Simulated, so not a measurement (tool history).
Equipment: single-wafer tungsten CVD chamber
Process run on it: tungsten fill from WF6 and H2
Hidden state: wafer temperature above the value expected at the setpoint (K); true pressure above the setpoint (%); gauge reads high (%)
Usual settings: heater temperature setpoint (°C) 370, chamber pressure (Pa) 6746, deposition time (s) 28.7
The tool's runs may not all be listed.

run	day	heater temperature setpoint (°C)	chamber pressure (Pa)	deposition time (s)	wafers since the last listed run	hours since the last thermocouple change	hours since the last manometer calibration	hours since the showerhead was replaced	hours since the gauge calibration	read-back reference wafer on the same gauge, thickness_nm	mean film thickness on the monitor wafer (nm)
1	0.000	370	6746	24.6	0	695.0	2544.3	3745.9	113.3	56.398	49.284
2	1.367	370	6746	24.6	680	727.8	2577.1	3778.7	146.1	56.419	49.192
3	1.871	370	7319	28.7	251	739.9	2589.2	3790.8	158.2	56.405	60.093
4	3.167	370	7319	28.7	645	771.0	2620.3	3821.9	189.3	56.438	60.000
5	3.779	370	7319	28.7	305	785.7	2635.0	3836.6	204.0	56.399	60.093
6	5.029	370	6746	28.7	622	815.7	2665.0	3866.6	234.0	56.418	57.333
7	6.183	370	6746	28.7	575	843.4	2692.7	3894.3	261.7	56.398	57.433
8	6.804	370	6746	28.7	309	858.3	2707.6	3909.2	276.6	56.428	57.054
9	7.421	370	6746	28.7	307	873.1	2722.4	3924.0	291.4	56.438	57.139
10	8.262	370	6746	28.7	419	893.3	2742.6	3944.2	311.6	56.373	56.926
# day 9.400: capacitance manometer re-zeroed and calibrated
11	9.621	370	6746	28.7	510	925.9	5.3	3976.8	344.2	56.374	60.243
12	10.762	370	6746	28.7	568	953.3	32.7	4004.2	371.6	56.413	59.988
# day 12.446: thermocouple changed; heater temperature recalibrated
13	13.992	370	6746	24.6	1442	37.1	110.2	4081.7	449.1	56.418	53.241
14	15.317	370	7319	28.7	660	68.9	142.0	4113.5	480.9	56.435	64.866
# day 15.383: gauge calibrated
15	16.125	364	8013	28.7	402	88.3	161.4	4132.9	17.8	56.424	60.954
16	16.925	382	6746	28.7	398	107.5	180.6	4152.1	37.0	56.455	76.909
17	17.804	370	6746	26.6	438	128.6	201.7	4173.2	58.1	56.392	57.050
18	18.417	358	5546	32.8	305	143.3	216.4	4187.9	72.8	56.383	49.640
19	19.362	370	6746	28.7	471	166.0	239.1	4210.6	95.5	56.456	61.402
# day 20.392: showerhead replaced
20	20.412	381	5373	24.4	357	191.2	264.3	0.5	120.7	56.413	55.553
21	21.558	360	5626	28.7	570	218.7	291.8	28.0	148.2	56.400	45.202
22	25.529	370	7733	31.3	1978	314.0	387.1	123.3	243.5	56.378	71.901

What if the next run were any one of these 3? Each begins from the tool's condition after run 22:
A	25.546	370	6746	28.7	8	314.4	387.5	123.7	243.9	?	?
B	25.546	382	7559	25.9	8	314.4	387.5	123.7	243.9	?	?
C	25.546	380	6746	28.7	8	314.4	387.5	123.7	243.9	?	?

run	read-back reference wafer on the same gauge, thickness_nm	mean film thickness on the monitor wafer (nm)
A	56.406	61.034
B	56.406	73.156
C	56.406	73.318
Without the tool's hidden state the same runs would have given:
run	mean film thickness on the monitor wafer (nm)
A	62.387
B	74.701
C	74.894
